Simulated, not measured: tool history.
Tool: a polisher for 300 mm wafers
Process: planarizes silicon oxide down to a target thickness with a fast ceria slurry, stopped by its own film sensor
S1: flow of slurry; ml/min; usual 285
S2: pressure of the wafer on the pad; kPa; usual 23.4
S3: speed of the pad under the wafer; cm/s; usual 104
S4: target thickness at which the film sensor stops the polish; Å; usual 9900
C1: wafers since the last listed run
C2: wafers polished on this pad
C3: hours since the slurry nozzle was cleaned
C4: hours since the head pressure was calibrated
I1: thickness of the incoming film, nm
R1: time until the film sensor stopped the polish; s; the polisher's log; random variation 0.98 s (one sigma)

run    day   S1    S2   S3    S4   C1    C2     C3     C4      I1     R1
  1      0  285  23.4  104  9900    0   104  275.3    731  2369.1     75
  2  0.262  285  23.4  104  9900   45   150  281.6  737.3  2337.5   74.7
  3  0.608  285  23.4  104  9900   60   210  289.9  745.6  2413.6   79.5
  4  1.312  285  23.4  104  9900  122   332  306.8  762.5  2408.5   79.9
  5  1.808  285  23.4  104  9900   86   419  318.7  774.4  2424.3   77.5
  6  2.083  285  23.4  104  9900   47   466  325.3    781    2346   74.9
  7  2.362  285  23.4  104  9900   48   515    332  787.7  2374.9   75.9
  8  2.962  285  23.4  104  9900  104   619  346.4  802.1  2405.7   77.3
  9    3.5  285  23.4  104  9900   93   713  359.3    815  2412.6   79.2
 10   3.85  325  23.4  104  9900   60   773  367.7  823.4  2401.5   77.3
 11  4.258  325  23.4  104  9900   70   844  377.5  833.2  2420.8   75.6
 12  4.679  285  23.4  104  9900   73   918  387.6  843.3  2415.1   76.8
 13  5.262  200  23.4  104  9900  101  1019  401.6  857.3  2402.1   79.2
     5.542  -- slurry nozzle cleaned
 14  5.646  285    31  134  9900   59  1078    2.5  866.5  2382.4   44.9
 15  5.954  285  23.4  104  9900   53  1132    9.9  873.9  2424.7   78.6
 16  6.329  285  17.9   78  9900   65  1197   18.9  882.9  2352.7  129.9

Run 17 comes next. What will it give?
     6.767  -- worn pad replaced by a new one
 17  6.925  285  23.4  104  13720  74  27  33.2  897.2  2412.3   ?

{"run 17": {"R1": 56.2}}
Without the tool's hidden state the same run would have given R1 56.2 s.
